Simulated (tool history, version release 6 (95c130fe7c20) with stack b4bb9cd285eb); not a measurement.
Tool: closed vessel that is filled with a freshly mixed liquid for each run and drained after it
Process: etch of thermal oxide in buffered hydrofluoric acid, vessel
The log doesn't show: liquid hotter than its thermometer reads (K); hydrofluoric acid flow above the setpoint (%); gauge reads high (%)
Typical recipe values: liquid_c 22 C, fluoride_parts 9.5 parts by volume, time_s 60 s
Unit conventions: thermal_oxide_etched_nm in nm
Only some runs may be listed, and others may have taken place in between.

run    hour  liquid_c  fluoride_parts  time_s  wafers since the last listed run  hours since the thermometer was replaced  hours since the hydrofluoric acid flow meter was replaced  hours since the gauge calibration  read-back film thickness of the thermal oxide reference wafer, read on the same gauge (nm)  thermal_oxide_etched_nm
  1       0        22             9.5      85                                 0                                     764.4                                                     1296.1                             3057.4                                                                                      110.01                    92.06
  2    60.5        22             9.5      85                              4422                                     824.9                                                     1356.6                             3117.9                                                                                         110                     92.3
  3   157.2        22             9.5      60                              7068                                     921.6                                                     1453.3                             3214.6                                                                                         110                    64.28
  4   194.7        22             9.5      60                              2740                                     959.1                                                     1490.8                             3252.1                                                                                         110                    65.09
  5   297.8        22             9.5      60                              7535                                    1062.2                                                     1593.9                             3355.2                                                                                      110.02                    64.77
  6   379.3        22             9.5      60                              5957                                    1143.7                                                     1675.4                             3436.7                                                                                         110                    64.78
      446.2  -- hydrofluoric acid flow meter replaced
  7     448        22             9.5      60                              4948                                    1212.4                                                        1.8                             3505.4                                                                                         110                     65.2
  8   504.4        22             9.5      60                              4122                                    1268.8                                                       58.2                             3561.8                                                                                      109.99                    65.55
  9   564.1      25.5             6.5      60                              4363                                    1328.5                                                      117.9                             3621.5                                                                                      109.99                    115.2
 10   609.7        22             9.5      30                              3333                                    1374.1                                                      163.5                             3667.1                                                                                         110                    32.56
 11     662        22             9.5      85                              3822                                    1426.4                                                      215.8                             3719.4                                                                                         110                     93.2
      734.3  -- gauge calibrated
 12   787.8        19             9.5      50                              9195                                    1552.2                                                      341.6                               53.5                                                                                         110                    47.18
 13   863.7        22             9.5      60                              5547                                    1628.1                                                      417.5                              129.4                                                                                      109.99                    66.12
 14   935.7        24            12.5      45                              5262                                    1700.1                                                      489.5                              201.4                                                                                      109.99                    44.04
 15  1000.5      24.5            12.5      40                              4736                                    1764.9                                                      554.3                              266.2                                                                                      109.99                    39.73
 16  1068.3        22             9.5      60                              4955                                    1832.7                                                      622.1                                334                                                                                      109.99                    67.43
 17  1139.1        22             9.5      60                              5175                                    1903.5                                                      692.9                              404.8                                                                                      110.01                    67.06
 18  1206.9      26.5              12      30                              4955                                    1971.3                                                      760.7                              472.6                                                                                      110.01                     35.1
 19  1279.1      19.5             9.5      60                              5277                                    2043.5                                                      832.9                              544.8                                                                                      109.99                    59.38
     1282.2  -- thermometer replaced
 20  1348.8        22             9.5      60                              5021                                      66.6                                                      902.6                              614.5                                                                                      110.01                    62.56
 21  1464.3        22             9.5      60                              8442                                     182.1                                                     1018.1                                730                                                                                         110                     62.8
 22  1509.2        20               6      85                              3281                                       227                                                       1063                              774.9                                                                                         110                   125.84
 23  1574.5        22            11.5      35                              4772                                     292.3                                                     1128.3                              840.2                                                                                      110.01                    31.51
 24  1651.3        26             6.5      75                              5613                                     369.1                                                     1205.1                                917                                                                                      109.99                   141.46
 25  1762.8        18             9.5      60                              8149                                     480.6                                                     1316.6                             1028.5                                                                                         110                     51.3
 26  1805.7        22             9.5      60                              3135                                     523.5                                                     1359.5                             1071.4                                                                                      109.99                    63.92
 27  1866.3        22             7.5      60                              4429                                     584.1                                                     1420.1                               1132                                                                                      109.99                     80.5
 28  1921.7      17.5              13      60                              4049                                     639.5                                                     1475.5                             1187.4                                                                                      110.01                    36.99
 29  1959.3      17.5               8      60                              2748                                     677.1                                                     1513.1                               1225                                                                                         110                    57.67
 30  2023.7        22             9.5      60                              4707                                     741.5                                                     1577.5                             1289.4                                                                                         110                    64.17
 31  2099.3      24.5            11.5      35                              5525                                     817.1                                                     1653.1                               1365                                                                                      110.01                    36.22
 32  2153.1      24.5             9.5      35                              3932                                     870.9                                                     1706.9                             1418.8                                                                                      110.03                    43.36

Alternative continuations, all from the tool just after run 32; predict every row:
  A  2153.8      20.5             9.5      60                                51                                     871.6                                                     1707.6                             1419.5                                                                                           ?                        ?
  B  2153.8        19             9.5      75                                51                                     871.6                                                     1707.6                             1419.5                                                                                           ?                        ?
  C  2153.8      24.5               6      75                                51                                     871.6                                                     1707.6                             1419.5                                                                                           ?                        ?
  D  2153.8      19.5              13      30                                51                                     871.6                                                     1707.6                             1419.5                                                                                           ?                        ?
  E  2153.8        22               7      60                                51                                     871.6                                                     1707.6                             1419.5                                                                                           ?                        ?

run  read-back film thickness of the thermal oxide reference wafer, read on the same gauge (nm)  thermal_oxide_etched_nm
  A                                                                                      109.99                    60.18
  B                                                                                      109.99                    69.18
  C                                                                                      109.99                   145.36
  D                                                                                      109.99                    21.32
  E                                                                                      109.99                    88.79
Had the tool no hidden state, the same runs would have come out as:
run  thermal_oxide_etched_nm
  A                     58.3
  B                    66.99
  C                   140.95
  D                    20.65
  E                    86.05

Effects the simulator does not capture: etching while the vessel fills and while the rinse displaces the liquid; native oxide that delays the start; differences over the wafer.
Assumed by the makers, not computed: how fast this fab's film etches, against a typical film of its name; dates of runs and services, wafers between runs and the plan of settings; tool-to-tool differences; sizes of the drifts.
